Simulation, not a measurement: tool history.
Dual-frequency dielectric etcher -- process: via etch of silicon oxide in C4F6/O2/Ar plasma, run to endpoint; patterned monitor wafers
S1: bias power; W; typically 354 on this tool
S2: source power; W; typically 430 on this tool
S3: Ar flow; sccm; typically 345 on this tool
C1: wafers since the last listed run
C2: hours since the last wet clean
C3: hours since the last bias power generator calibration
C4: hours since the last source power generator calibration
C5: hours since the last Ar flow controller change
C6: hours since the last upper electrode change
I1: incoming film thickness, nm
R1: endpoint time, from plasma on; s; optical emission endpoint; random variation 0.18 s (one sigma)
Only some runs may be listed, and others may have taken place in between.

Run 1, hour 0: usual settings; C1 0; C2 167.6; C3 3290.8; C4 2741.4; C5 4910.3; C6 4049.5; I1 86.7. Result: R1 22.4 s.
Run 2, hour 73: usual settings; C1 845; C2 240.6; C3 3363.8; C4 2814.4; C5 4983.3; C6 4122.5; I1 87. Result: R1 22 s.
Run 3, hour 166.5: usual settings but S1 382 W; C1 1082; C2 334.1; C3 3457.3; C4 2907.9; C5 5076.8; C6 4216; I1 88.4. Result: R1 21.8 s.
Run 4, hour 243.7: usual settings; C1 893; C2 411.3; C3 3534.5; C4 2985.1; C5 5154; C6 4293.2; I1 86.8. Result: R1 21.4 s.
At hour 368.3: wet clean of the chamber.
Run 5, hour 433.3: usual settings; C1 1917; C2 65; C3 3724.1; C4 3174.7; C5 5343.6; C6 4482.8; I1 87.9. Result: R1 23.1 s.
Run 6, hour 538.1: usual settings; C1 1213; C2 169.8; C3 3828.9; C4 3279.5; C5 5448.4; C6 4587.6; I1 87.6. Result: R1 22.3 s.
Run 7, hour 617.7: usual settings; C1 921; C2 249.4; C3 3908.5; C4 3359.1; C5 5528; C6 4667.2; I1 87.4. Result: R1 22.6 s.
At hour 801.6: bias power generator calibrated.
At hour 823.9: wet clean of the chamber.
Run 8, hour 870.2: usual settings; C1 2619; C2 46.3; C3 68.6; C4 3611.6; C5 5780.5; C6 4919.7; I1 87. Result: R1 22.7 s.
At hour 961.7: source power generator calibrated.
Run 9, hour 962.2: usual settings but S3 409 sccm; C1 1018; C2 138.3; C3 160.6; C4 0.5; C5 5872.5; C6 5011.7; I1 87.8. Result: R1 23.1 s.
Run 10, hour 996.5: usual settings but S3 409 sccm; C1 397; C2 172.6; C3 194.9; C4 34.8; C5 5906.8; C6 5046; I1 88.2. Result: R1 23.3 s.
At hour 1047.8: upper electrode replaced.
Run 11, hour 1059.1: usual settings but S3 409 sccm; C1 446; C2 235.2; C3 257.5; C4 97.4; C5 5969.4; C6 11.3; I1 88. Result: R1 22.8 s.
Run 12, hour 1117.1: usual settings; C1 671; C2 293.2; C3 315.5; C4 155.4; C5 6027.4; C6 69.3; I1 88.2. Result: R1 22.5 s.
Run 13, hour 1200.4: usual settings; C1 964; C2 376.5; C3 398.8; C4 238.7; C5 6110.7; C6 152.6; I1 88.1. Result: R1 22.2 s.
At hour 1287.5: wet clean of the chamber.
Run 14, hour 1287.8: usual settings but S2 500 W; C1 734; C2 0.3; C3 486.2; C4 326.1; C5 6198.1; C6 240; I1 87.3. Result: R1 20.9 s.
At hour 1350: Ar flow controller replaced.
Run 15, hour 1373.2: usual settings but S1 423 W, S2 540 W, S3 393 sccm; C1 919; C2 85.7; C3 571.6; C4 411.5; C5 23.2; C6 325.4; I1 88.3. Result: R1 19.2 s.
Run 16, hour 1468.1: usual settings but S1 396 W, S3 373 sccm; C1 1098; C2 180.6; C3 666.5; C4 506.4; C5 118.1; C6 420.3; I1 87.7. Result: R1 21.5 s.
Run 17, hour 1544.7: usual settings; C1 886; C2 257.2; C3 743.1; C4 583; C5 194.7; C6 496.9; I1 87.9. Result: R1 22.2 s.
Run 18, hour 1613.7: usual settings but S3 375 sccm; C1 798; C2 326.2; C3 812.1; C4 652; C5 263.7; C6 565.9; I1 87.1. Result: R1 22 s.
Run 19, hour 1683.7: usual settings but S1 422 W, S2 500 W, S3 318 sccm; C1 810; C2 396.2; C3 882.1; C4 722; C5 333.7; C6 635.9; I1 87.2. Result: R1 18.8 s.
At hour 1710.9: wet clean of the chamber.
Run 20, hour 1783.4: usual settings but S3 271 sccm; C1 876; C2 72.5; C3 981.8; C4 821.7; C5 433.4; C6 735.6; I1 88.2. Result: R1 21.9 s.
Run 21, hour 1859: usual settings but S1 298 W, S2 320 W, S3 393 sccm; C1 875; C2 148.1; C3 1057.4; C4 897.3; C5 509; C6 811.2; I1 88.1. Result: R1 30.1 s.
Run 22, hour 1956.5: usual settings but S1 407 W, S2 360 W; C1 1128; C2 245.6; C3 1154.9; C4 994.8; C5 606.5; C6 908.7; I1 88.4. Result: R1 23.9 s.
Run 23, hour 2009.9: usual settings; C1 618; C2 299; C3 1208.3; C4 1048.2; C5 659.9; C6 962.1; I1 88.8. Result: R1 22.4 s.
Run 24, hour 2110.9: usual settings but S1 382 W, S2 540 W, S3 282 sccm; C1 1169; C2 400; C3 1309.3; C4 1149.2; C5 760.9; C6 1063.1; I1 88.3. Result: R1 18.3 s.

What would each run have given without the hidden state, its run-to-run variation left as it was?
Hidden state present: etch rate over this chamber's usual, %; bias power that arrives over what is set, %; source power that arrives over what is set, %; Ar flow that arrives over what is set, %.
run    R1
  1  22.8
  2  22.6
  3  22.7
  4  22.4
  5  23.1
  6  22.6
  7    23
  8  22.8
  9  23.5
 10  23.7
 11  23.4
 12  23.2
 13  23.1
 14    21
 15  19.5
 16    22
 17    23
 18    23
 19  19.7
 20  22.2
 21  30.8
 22  24.7
 23  23.3
 24  19.2
